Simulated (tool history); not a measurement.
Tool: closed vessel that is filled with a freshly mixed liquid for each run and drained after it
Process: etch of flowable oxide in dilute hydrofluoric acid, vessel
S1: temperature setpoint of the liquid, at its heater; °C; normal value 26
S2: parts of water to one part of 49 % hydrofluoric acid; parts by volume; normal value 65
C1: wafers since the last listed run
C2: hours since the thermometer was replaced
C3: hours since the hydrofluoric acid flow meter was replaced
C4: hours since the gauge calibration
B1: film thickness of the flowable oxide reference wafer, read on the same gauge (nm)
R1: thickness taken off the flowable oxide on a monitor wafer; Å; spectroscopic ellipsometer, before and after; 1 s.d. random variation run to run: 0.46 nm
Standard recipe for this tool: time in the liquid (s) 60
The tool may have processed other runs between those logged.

run 1 day=0 | S1=26 S2=65 time_in_the_liquid_(s)=60 | C1=0 C2=900.4 C3=1173.9 C4=1459.3 | B1=79.98 | R1=686.9
run 2 day=3.171 | S1=26 S2=65 time_in_the_liquid_(s)=60 | C1=8813 C2=976.5 C3=1250 C4=1535.4 | B1=79.97 | R1=669.2
run 3 day=7.533 | S1=22.5 S2=65 time_in_the_liquid_(s)=80 | C1=12125 C2=1081.2 C3=1354.7 C4=1640.1 | B1=79.99 | R1=781.2
run 4 day=9.058 | S1=22.5 S2=65 time_in_the_liquid_(s)=80 | C1=4238 C2=1117.8 C3=1391.3 C4=1676.7 | B1=80.04 | R1=780.5
run 5 day=12.767 | S1=22.5 S2=65 time_in_the_liquid_(s)=80 | C1=10307 C2=1206.8 C3=1480.3 C4=1765.7 | B1=80.02 | R1=774.2
run 6 day=14.779 | S1=26 S2=80 time_in_the_liquid_(s)=60 | C1=5593 C2=1255.1 C3=1528.6 C4=1814 | B1=80.01 | R1=536.7
run 7 day=18.625 | S1=26 S2=65 time_in_the_liquid_(s)=70 | C1=10689 C2=1347.4 C3=1620.9 C4=1906.3 | B1=80 | R1=778.8
run 8 day=22.246 | S1=26 S2=65 time_in_the_liquid_(s)=60 | C1=10063 C2=1434.3 C3=1707.8 C4=1993.2 | B1=80.01 | R1=658
run 9 day=24.129 | S1=26 S2=65 time_in_the_liquid_(s)=40 | C1=5234 C2=1479.5 C3=1753 C4=2038.4 | B1=79.97 | R1=442
-- day=25.821 hydrofluoric acid flow meter replaced
run 10 day=25.975 | S1=21.5 S2=65 time_in_the_liquid_(s)=50 | C1=5014 C2=1523.8 C3=3.7 C4=2082.7 | B1=79.97 | R1=492.9
-- day=35.512 gauge calibrated
run 11 day=36.804 | S1=21.5 S2=65 time_in_the_liquid_(s)=60 | C1=30099 C2=1783.7 C3=263.6 C4=31 | B1=80.02 | R1=582
run 12 day=41.925 | S1=26 S2=50 time_in_the_liquid_(s)=40 | C1=14233 C2=1906.6 C3=386.5 C4=153.9 | B1=80.03 | R1=611.9
run 13 day=45.404 | S1=26 S2=55 time_in_the_liquid_(s)=60 | C1=9670 C2=1990.1 C3=470 C4=237.4 | B1=80.05 | R1=836.7
run 14 day=49.083 | S1=30.5 S2=75 time_in_the_liquid_(s)=45 | C1=10226 C2=2078.4 C3=558.3 C4=325.7 | B1=79.99 | R1=532.2
run 15 day=52.717 | S1=26 S2=90 time_in_the_liquid_(s)=40 | C1=10098 C2=2165.6 C3=645.5 C4=412.9 | B1=80 | R1=320
run 16 day=55.279 | S1=26 S2=65 time_in_the_liquid_(s)=60 | C1=7122 C2=2227.1 C3=707 C4=474.4 | B1=79.99 | R1=686.2
run 17 day=58.15 | S1=23.5 S2=75 time_in_the_liquid_(s)=60 | C1=7979 C2=2296 C3=775.9 C4=543.3 | B1=80 | R1=526.7
-- day=61.738 thermometer replaced
run 18 day=61.758 | S1=28.5 S2=85 time_in_the_liquid_(s)=50 | C1=9913 C2=0.5 C3=862.5 C4=629.9 | B1=80 | R1=481.3
run 19 day=64.246 | S1=21.5 S2=65 time_in_the_liquid_(s)=60 | C1=6913 C2=60.2 C3=922.2 C4=689.6 | B1=79.97 | R1=581.6
run 20 day=66.562 | S1=27.5 S2=65 time_in_the_liquid_(s)=70 | C1=6439 C2=115.8 C3=977.8 C4=745.2 | B1=80.05 | R1=870.3
run 21 day=69.358 | S1=28 S2=40 time_in_the_liquid_(s)=60 | C1=7770 C2=182.9 C3=1044.9 C4=812.3 | B1=80 | R1=1261.4
run 22 day=73.458 | S1=31 S2=45 time_in_the_liquid_(s)=30 | C1=11395 C2=281.3 C3=1143.3 C4=910.7 | B1=80 | R1=619
run 23 day=75.933 | S1=26 S2=65 time_in_the_liquid_(s)=60 | C1=6879 C2=340.7 C3=1202.7 C4=970.1 | B1=79.99 | R1=690.5
run 24 day=78.517 | S1=28.5 S2=55 time_in_the_liquid_(s)=80 | C1=7180 C2=402.7 C3=1264.7 C4=1032.1 | B1=79.98 | R1=1213.5
run 25 day=82.612 | S1=28.5 S2=55 time_in_the_liquid_(s)=80 | C1=11384 C2=501 C3=1363 C4=1130.4 | B1=80 | R1=1207.7
run 26 day=85.725 | S1=31 S2=75 time_in_the_liquid_(s)=95 | C1=8651 C2=575.7 C3=1437.7 C4=1205.1 | B1=80.03 | R1=1118
run 27 day=89.767 | S1=26 S2=65 time_in_the_liquid_(s)=60 | C1=11233 C2=672.7 C3=1534.7 C4=1302.1 | B1=79.99 | R1=677.9
run 28 day=93.312 | S1=31 S2=65 time_in_the_liquid_(s)=60 | C1=9855 C2=757.8 C3=1619.8 C4=1387.2 | B1=79.98 | R1=816.9
run 29 day=95.496 | S1=26 S2=45 time_in_the_liquid_(s)=60 | C1=6068 C2=810.2 C3=1672.2 C4=1439.6 | B1=79.97 | R1=1003.5
run 30 day=99.858 | S1=22.5 S2=65 time_in_the_liquid_(s)=60 | C1=12125 C2=914.9 C3=1776.9 C4=1544.3 | B1=80.01 | R1=572.7
-- day=100.238 hydrofluoric acid flow meter replaced
run 31 day=101.85 | S1=26 S2=65 time_in_the_liquid_(s)=60 | C1=5419 C2=962.7 C3=38.7 C4=1592.1 | B1=79.99 | R1=715.7
run 32 day=105.829 | S1=23.5 S2=50 time_in_the_liquid_(s)=85 | C1=11059 C2=1058.2 C3=134.2 C4=1687.6 | B1=79.95 | R1=1220

Below, some changes in R1 between adjacent runs. For each, the amount present without the hidden state too (settings, incoming material, random variation) and the amount remaining for the hidden state with gauge scatter not shared by both compared results:
Hidden conditions of the tool in this case: liquid colder than its thermometer reads (K); hydrofluoric acid flow below the setpoint (%); gauge reads high (%).
Run 9 -> 10: S1 26 -> 21.5, time in the liquid (s) 40 -> 50, hydrofluoric acid flow meter replaced. R1 +50.9 Å: hidden state +33.8, all else +17.1.
Run 21 -> 22: S1 28 -> 31, S2 40 -> 45, time in the liquid (s) 60 -> 30. R1 -642.4 Å: hidden state +27.4, all else -669.8.
Run 23 -> 24: S1 26 -> 28.5, S2 65 -> 55, time in the liquid (s) 60 -> 80. R1 +523 Å: hidden state -35.7, all else +558.7.
Run 30 -> 31: S1 22.5 -> 26, hydrofluoric acid flow meter replaced. R1 +143 Å: hidden state +41.7, all else +101.3.
Run 31 -> 32: S1 26 -> 23.5, S2 65 -> 50, time in the liquid (s) 60 -> 85. R1 +504.3 Å: hidden state -16.5, all else +520.8.
